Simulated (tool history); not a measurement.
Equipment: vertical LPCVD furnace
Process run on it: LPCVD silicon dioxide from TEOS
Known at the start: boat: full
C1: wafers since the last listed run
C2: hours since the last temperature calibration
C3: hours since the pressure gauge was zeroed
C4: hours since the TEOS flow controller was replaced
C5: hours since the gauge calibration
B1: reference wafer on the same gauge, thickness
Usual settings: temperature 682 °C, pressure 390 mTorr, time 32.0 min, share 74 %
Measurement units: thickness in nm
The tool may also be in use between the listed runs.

run 1 day=0.000 | temperature=682 pressure=390 time=32.0 share=74 | C1=0 C2=682.3 C3=1257.3 C4=2029.3 C5=2214.3 | B1=165.39 | thickness=173.80
run 2 day=1.725 | temperature=682 pressure=390 time=32.0 share=74 | C1=483 C2=723.7 C3=1298.7 C4=2070.7 C5=2255.7 | B1=164.98 | thickness=174.73
run 3 day=6.192 | temperature=682 pressure=390 time=32.0 share=74 | C1=1251 C2=830.9 C3=1405.9 C4=2177.9 C5=2362.9 | B1=164.84 | thickness=172.20
run 4 day=10.142 | temperature=682 pressure=390 time=32.0 share=74 | C1=1106 C2=925.7 C3=1500.7 C4=2272.7 C5=2457.7 | B1=164.84 | thickness=175.31
run 5 day=13.992 | temperature=682 pressure=390 time=32.0 share=74 | C1=1078 C2=1018.1 C3=1593.1 C4=2365.1 C5=2550.1 | B1=164.30 | thickness=175.31
run 6 day=25.629 | temperature=682 pressure=350 time=32.0 share=85 | C1=3260 C2=1297.4 C3=1872.4 C4=2644.4 C5=2829.4 | B1=164.00 | thickness=176.31
run 7 day=27.958 | temperature=682 pressure=390 time=37.0 share=74 | C1=652 C2=1353.3 C3=1928.3 C4=2700.3 C5=2885.3 | B1=164.27 | thickness=200.57
run 8 day=32.158 | temperature=682 pressure=390 time=32.0 share=74 | C1=1176 C2=1454.1 C3=2029.1 C4=2801.1 C5=2986.1 | B1=164.25 | thickness=173.93
run 9 day=33.783 | temperature=674 pressure=435 time=32.0 share=74 | C1=455 C2=1493.1 C3=2068.1 C4=2840.1 C5=3025.1 | B1=164.46 | thickness=152.23
run 10 day=36.988 | temperature=672 pressure=390 time=32.0 share=69 | C1=897 C2=1570.0 C3=2145.0 C4=2917.0 C5=3102.0 | B1=164.21 | thickness=131.81
run 11 day=39.225 | temperature=682 pressure=390 time=32.0 share=74 | C1=626 C2=1623.7 C3=2198.7 C4=2970.7 C5=3155.7 | B1=164.58 | thickness=171.21
run 12 day=42.333 | temperature=682 pressure=355 time=27.5 share=84 | C1=870 C2=1698.3 C3=2273.3 C4=3045.3 C5=3230.3 | B1=164.06 | thickness=151.66
run 13 day=54.917 | temperature=682 pressure=390 time=32.0 share=74 | C1=3525 C2=2000.3 C3=2575.3 C4=3347.3 C5=3532.3 | B1=163.66 | thickness=173.01
-- day=61.267 pressure gauge zeroed
-- day=62.125 gauge calibrated
-- day=64.292 thermocouples replaced and temperature profile calibrated
run 14 day=64.312 | temperature=686 pressure=325 time=27.5 share=85 | C1=2071 C2=0.5 C3=73.1 C4=3572.8 C5=52.5 | B1=175.17 | thickness=170.88
run 15 day=65.554 | temperature=682 pressure=390 time=32.0 share=74 | C1=347 C2=30.3 C3=102.9 C4=3602.6 C5=82.3 | B1=175.26 | thickness=186.17
run 16 day=69.579 | temperature=682 pressure=300 time=25.0 share=74 | C1=1127 C2=126.9 C3=199.5 C4=3699.2 C5=178.9 | B1=174.23 | thickness=126.71
run 17 day=73.817 | temperature=682 pressure=390 time=39.0 share=80 | C1=1187 C2=228.6 C3=301.2 C4=3800.9 C5=280.6 | B1=173.46 | thickness=231.92
run 18 day=78.204 | temperature=690 pressure=360 time=41.5 share=69 | C1=1229 C2=333.9 C3=406.5 C4=3906.2 C5=385.9 | B1=172.74 | thickness=267.56
run 19 day=79.908 | temperature=677 pressure=345 time=25.0 share=70 | C1=477 C2=374.8 C3=447.4 C4=3947.1 C5=426.8 | B1=172.24 | thickness=116.08
-- day=82.283 TEOS flow controller replaced
run 20 day=82.558 | temperature=682 pressure=300 time=32.0 share=74 | C1=462 C2=438.4 C3=511.0 C4=6.6 C5=490.4 | B1=172.29 | thickness=158.59
run 21 day=86.529 | temperature=682 pressure=475 time=22.0 share=74 | C1=1112 C2=533.7 C3=606.3 C4=101.9 C5=585.7 | B1=171.23 | thickness=137.15
run 22 day=89.729 | temperature=682 pressure=390 time=32.0 share=74 | C1=896 C2=610.5 C3=683.1 C4=178.7 C5=662.5 | B1=171.56 | thickness=180.60
run 23 day=93.279 | temperature=682 pressure=390 time=32.0 share=67 | C1=994 C2=695.7 C3=768.3 C4=263.9 C5=747.7 | B1=170.77 | thickness=172.35
run 24 day=96.917 | temperature=682 pressure=390 time=32.0 share=74 | C1=1018 C2=783.0 C3=855.6 C4=351.2 C5=835.0 | B1=169.73 | thickness=181.48
run 25 day=99.438 | temperature=682 pressure=340 time=32.0 share=82 | C1=706 C2=843.5 C3=916.1 C4=411.7 C5=895.5 | B1=169.67 | thickness=176.56
run 26 day=101.750 | temperature=692 pressure=390 time=21.5 share=74 | C1=647 C2=899.0 C3=971.6 C4=467.2 C5=951.0 | B1=169.96 | thickness=153.73
run 27 day=106.088 | temperature=682 pressure=300 time=32.0 share=74 | C1=1215 C2=1003.1 C3=1075.7 C4=571.3 C5=1055.1 | B1=169.08 | thickness=156.38
run 28 day=108.525 | temperature=682 pressure=340 time=32.0 share=74 | C1=682 C2=1061.6 C3=1134.2 C4=629.8 C5=1113.6 | B1=169.15 | thickness=166.09
run 29 day=111.779 | temperature=689 pressure=390 time=32.0 share=74 | C1=911 C2=1139.7 C3=1212.3 C4=707.9 C5=1191.7 | B1=168.60 | thickness=212.39
run 30 day=114.342 | temperature=677 pressure=390 time=20.5 share=74 | C1=717 C2=1201.2 C3=1273.8 C4=769.4 C5=1253.2 | B1=168.47 | thickness=101.46
run 31 day=117.388 | temperature=682 pressure=390 time=32.0 share=74 | C1=853 C2=1274.3 C3=1346.9 C4=842.5 C5=1326.3 | B1=168.41 | thickness=177.22
run 32 day=120.971 | temperature=682 pressure=330 time=32.0 share=87 | C1=1003 C2=1360.3 C3=1432.9 C4=928.5 C5=1412.3 | B1=168.64 | thickness=175.81

Here are 3 independent what-if runs from the current tool condition. What would each one return?
run A day=121.162 | temperature=682 pressure=390 time=36.0 share=74 | C1=53 C2=1364.9 C3=1437.5 C4=933.1 C5=1416.9 | B1=? | thickness=?
run B day=121.162 | temperature=688 pressure=430 time=20.5 share=74 | C1=53 C2=1364.9 C3=1437.5 C4=933.1 C5=1416.9 | B1=? | thickness=?
run C day=121.162 | temperature=677 pressure=445 time=19.5 share=80 | C1=53 C2=1364.9 C3=1437.5 C4=933.1 C5=1416.9 | B1=? | thickness=?

run=A B1=168.00 thickness=200.01
run=B B1=168.00 thickness=138.12
run=C B1=168.00 thickness=106.57
With the hidden condition removed and each run's random variation left untouched, the same runs would have given:
run=A thickness=206.94
run=B thickness=142.90
run=C thickness=110.26
